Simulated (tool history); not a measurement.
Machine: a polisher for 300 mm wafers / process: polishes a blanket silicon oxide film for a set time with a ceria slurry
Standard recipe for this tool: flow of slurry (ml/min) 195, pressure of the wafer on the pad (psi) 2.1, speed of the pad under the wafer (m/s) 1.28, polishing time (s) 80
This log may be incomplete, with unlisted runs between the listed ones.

run,hour,flow of slurry (ml/min),pressure of the wafer on the pad (psi),speed of the pad under the wafer (m/s),polishing time (s),wafers since the last listed run,wafers polished on this pad,hours since the slurry nozzle was cleaned,hours since the head pressure was calibrated,"incoming thickness of the incoming film, nm",film removed (nm)
1,0,195,2.1,1.4,80,0,560,198.8,359.6,1366.9,284.7
2,186.1,195,2.1,1.4,80,1606,2166,384.9,545.7,1389.6,284.2
3,294.1,195,2.1,1.28,80,932,3099,492.9,653.7,1380.4,260.1
4,345.3,195,2.1,1.28,80,442,3541,544.1,704.9,1360.5,259.8
# hour 376.9: slurry nozzle cleaned
5,406.8,195,2.1,1.28,80,522,4063,29.9,766.4,1375.8,261.4
# hour 440.6: head pressure recalibrated
# hour 442.7: worn pad replaced by a new one
6,484.3,195,2.1,1.28,80,633,359,107.4,43.7,1373.5,258.2
7,536,195,2.1,1.28,80,446,805,159.1,95.4,1368.5,259.9
8,602.9,195,2.1,1.58,80,577,1383,226,162.3,1378.5,320.7
9,684.2,195,2.1,1.58,80,701,2084,307.3,243.6,1388.6,329
10,763.2,155,2.1,1.28,80,682,2766,386.3,322.6,1359.2,247.9
11,810.1,155,2.1,1.28,80,404,3171,433.2,369.5,1342.5,254
12,900.3,155,2.1,1.28,80,778,3950,523.4,459.7,1353.2,253.5
# hour 910: slurry nozzle cleaned
13,1003.2,195,2.1,1.28,80,879,4830,93.2,562.6,1346.9,259.3
# hour 1041.3: worn pad replaced by a new one
14,1090.2,195,2.1,1.28,80,716,421,180.2,649.6,1372.9,263
15,1194.7,195,2.1,1.28,93,902,1324,284.7,754.1,1397.9,302.9
16,1270.3,195,2.1,1.28,93,652,1976,360.3,829.7,1378,304
# hour 1350.3: head pressure recalibrated
17,1370.1,195,2.1,1.28,93,844,2821,460.1,19.8,1373,301.7
18,1423.6,195,2.1,1.28,80,461,3282,513.6,73.3,1369,260.6
19,1508.3,225,2.3,0.9,87,731,4014,598.3,158,1385.9,221.9
# hour 1524.5: slurry nozzle cleaned
20,1562.7,195,2.1,1.28,80,461,4475,38.2,212.4,1392.3,261.3
21,1621.8,170,2.1,0.92,98,510,4985,97.3,271.5,1372,224.6
# hour 1659.9: worn pad replaced by a new one
22,1704.6,195,2.1,1.28,80,680,385,180.1,354.3,1384.5,260.2
23,1903.7,135,2.1,1.46,106,1718,2104,379.2,553.4,1400.2,364.8
24,1962.1,195,2.6,1.16,105,504,2608,437.6,611.8,1363.6,370.7
25,2052.5,195,2.1,1.28,80,780,3389,528,702.2,1375.9,256.7
# hour 2062.3: slurry nozzle cleaned
26,2104.8,225,2.3,1.16,80,442,3832,42.5,754.5,1351.4,261.1
27,2156,195,2.1,1.28,80,442,4274,93.7,805.7,1383.9,258.6
# hour 2167.4: head pressure recalibrated
28,2197,145,2.1,1.28,80,336,4610,134.7,29.6,1370.1,249.1
# hour 2204.5: worn pad replaced by a new one
29,2290,260,1.9,1.16,97,768,738,227.7,122.6,1379.8,275
30,2364.2,195,2.1,1.28,92,640,1378,301.9,196.8,1356.1,296.8
31,2408.9,250,2.3,1.44,61,385,1764,346.6,241.5,1360,245.7
32,2472.7,260,2.6,1.08,106,550,2315,410.4,305.3,1368.9,361.6
33,2580.2,195,1.7,1.28,80,928,3243,517.9,412.8,1378.7,219.3
34,2659.9,195,2.1,1.28,80,688,3931,597.6,492.5,1367.9,257.9
# hour 2687.4: slurry nozzle cleaned
35,2739.1,195,2.1,1.64,80,675,4606,51.7,571.7,1374.6,336.9
# hour 2802.4: worn pad replaced by a new one
36,2802.9,145,1.5,1.4,60,516,4,115.5,635.5,1350.5,157.8
37,2891.9,195,2.1,1.28,80,768,772,204.5,724.5,1350.1,260.6

What the log doesn't show, run by run:
removal rate lost through wear of the pad, %: 0 at every run
slurry flow missing at the pad, %: 0 at every run
deviation of the head's pressure from its setpoint, %: 0 at every run
